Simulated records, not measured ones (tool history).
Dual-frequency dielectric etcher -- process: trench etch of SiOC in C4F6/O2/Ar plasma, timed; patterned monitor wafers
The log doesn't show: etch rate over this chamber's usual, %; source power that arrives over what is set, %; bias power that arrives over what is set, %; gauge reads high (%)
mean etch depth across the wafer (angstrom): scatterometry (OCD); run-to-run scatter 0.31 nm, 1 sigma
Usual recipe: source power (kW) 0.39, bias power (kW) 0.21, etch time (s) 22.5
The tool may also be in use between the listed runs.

| run | day | source power (kW) | bias power (kW) | etch time (s) | wafers since the last listed run | hours since the last wet clean | hours since the last source power generator calibration | hours since the last bias power generator calibration | hours since the last upper electrode change | hours since the gauge calibration | read-back reference wafer on the same gauge, depth_nm | mean etch depth across the wafer (angstrom) |
|---|---|---|---|---|---|---|---|---|---|---|---|---|
| 1 | 0 | 0.45 | 0.21 | 22.5 | 0 | 256.1 | 2521.7 | 3420.5 | 2443.8 | 507.4 | 50 | 545.5 |
| 2 | 2.683 | 0.45 | 0.21 | 22.5 | 563 | 320.5 | 2586.1 | 3484.9 | 2508.2 | 571.8 | 49.98 | 552.2 |
|  | 4.338 | wet clean of the chamber |
| 3 | 4.875 | 0.46 | 0.21 | 22.5 | 250 | 12.9 | 2638.7 | 3537.5 | 2560.8 | 624.4 | 50 | 550.2 |
| 4 | 6.742 | 0.46 | 0.21 | 22.5 | 391 | 57.7 | 2683.5 | 3582.3 | 2605.6 | 669.2 | 49.99 | 558.6 |
|  | 6.958 | gauge calibrated |
| 5 | 9.704 | 0.46 | 0.21 | 22.5 | 622 | 128.8 | 2754.6 | 3653.4 | 2676.7 | 65.9 | 51.04 | 569.2 |
| 6 | 12.354 | 0.39 | 0.21 | 22.5 | 556 | 192.4 | 2818.2 | 3717 | 2740.3 | 129.5 | 50.8 | 514.7 |
|  | 13.488 | bias power generator calibrated |
| 7 | 14.146 | 0.39 | 0.21 | 22.5 | 341 | 235.4 | 2861.2 | 15.8 | 2783.3 | 172.5 | 50.52 | 510.1 |
| 8 | 16.933 | 0.39 | 0.21 | 22.5 | 585 | 302.3 | 2928.1 | 82.7 | 2850.2 | 239.4 | 50.43 | 508.5 |
|  | 18.2 | wet clean of the chamber |
| 9 | 18.446 | 0.35 | 0.21 | 22.5 | 107 | 5.9 | 2964.4 | 119 | 2886.5 | 275.7 | 50.3 | 475 |
| 10 | 20.029 | 0.35 | 0.21 | 22.5 | 332 | 43.9 | 3002.4 | 157 | 2924.5 | 313.7 | 50.2 | 473.2 |
|  | 20.646 | source power generator calibrated |
| 11 | 22.646 | 0.46 | 0.242 | 25.5 | 514 | 106.7 | 48 | 219.8 | 2987.3 | 376.5 | 50.14 | 645.4 |
| 12 | 24.404 | 0.32 | 0.253 | 20.5 | 369 | 148.9 | 90.2 | 262 | 3029.5 | 418.7 | 50.17 | 422.5 |
| 13 | 26.5 | 0.39 | 0.21 | 22.5 | 440 | 199.2 | 140.5 | 312.3 | 3079.8 | 469 | 50.02 | 504.7 |
| 14 | 31.304 | 0.32 | 0.21 | 22.5 | 1008 | 314.5 | 255.8 | 427.6 | 3195.1 | 584.3 | 49.95 | 441.4 |
|  | 32.596 | gauge calibrated |
|  | 33.862 | wet clean of the chamber |
|  | 33.988 | upper electrode replaced |
| 15 | 34.012 | 0.32 | 0.226 | 26 | 332 | 3.6 | 320.8 | 492.6 | 0.6 | 34 | 51.17 | 532.8 |
| 16 | 35.733 | 0.39 | 0.21 | 22.5 | 361 | 44.9 | 362.1 | 533.9 | 41.9 | 75.3 | 50.95 | 512 |
| 17 | 36.867 | 0.43 | 0.227 | 25 | 237 | 72.1 | 389.3 | 561.1 | 69.1 | 102.5 | 50.71 | 611.5 |
| 18 | 39.617 | 0.46 | 0.185 | 16.5 | 577 | 138.1 | 455.3 | 627.1 | 135.1 | 168.5 | 50.58 | 403.5 |
| 19 | 41.321 | 0.35 | 0.21 | 22.5 | 357 | 179 | 496.2 | 668 | 176 | 209.4 | 50.37 | 477.2 |
| 20 | 42.542 | 0.35 | 0.21 | 22.5 | 256 | 208.3 | 525.5 | 697.3 | 205.3 | 238.7 | 50.2 | 473.6 |

3 options for the next run, each taken on its own from the tool as it stands now. Forecast them:
| A | 42.558 | 0.39 | 0.21 | 22.5 | 3 | 208.7 | 525.9 | 697.7 | 205.7 | 239.1 | ? | ? |
| B | 42.558 | 0.49 | 0.253 | 26.5 | 3 | 208.7 | 525.9 | 697.7 | 205.7 | 239.1 | ? | ? |
| C | 42.558 | 0.3 | 0.21 | 22.5 | 3 | 208.7 | 525.9 | 697.7 | 205.7 | 239.1 | ? | ? |

| run | read-back reference wafer on the same gauge, depth_nm | mean etch depth across the wafer (angstrom) |
|---|---|---|
| A | 50.31 | 506.5 |
| B | 50.31 | 700.8 |
| C | 50.31 | 429.2 |
With the hidden condition removed and each run's random variation left untouched, the same runs would have given:
| run | mean etch depth across the wafer (angstrom) |
|---|---|
| A | 516.4 |
| B | 714.5 |
| C | 437.6 |
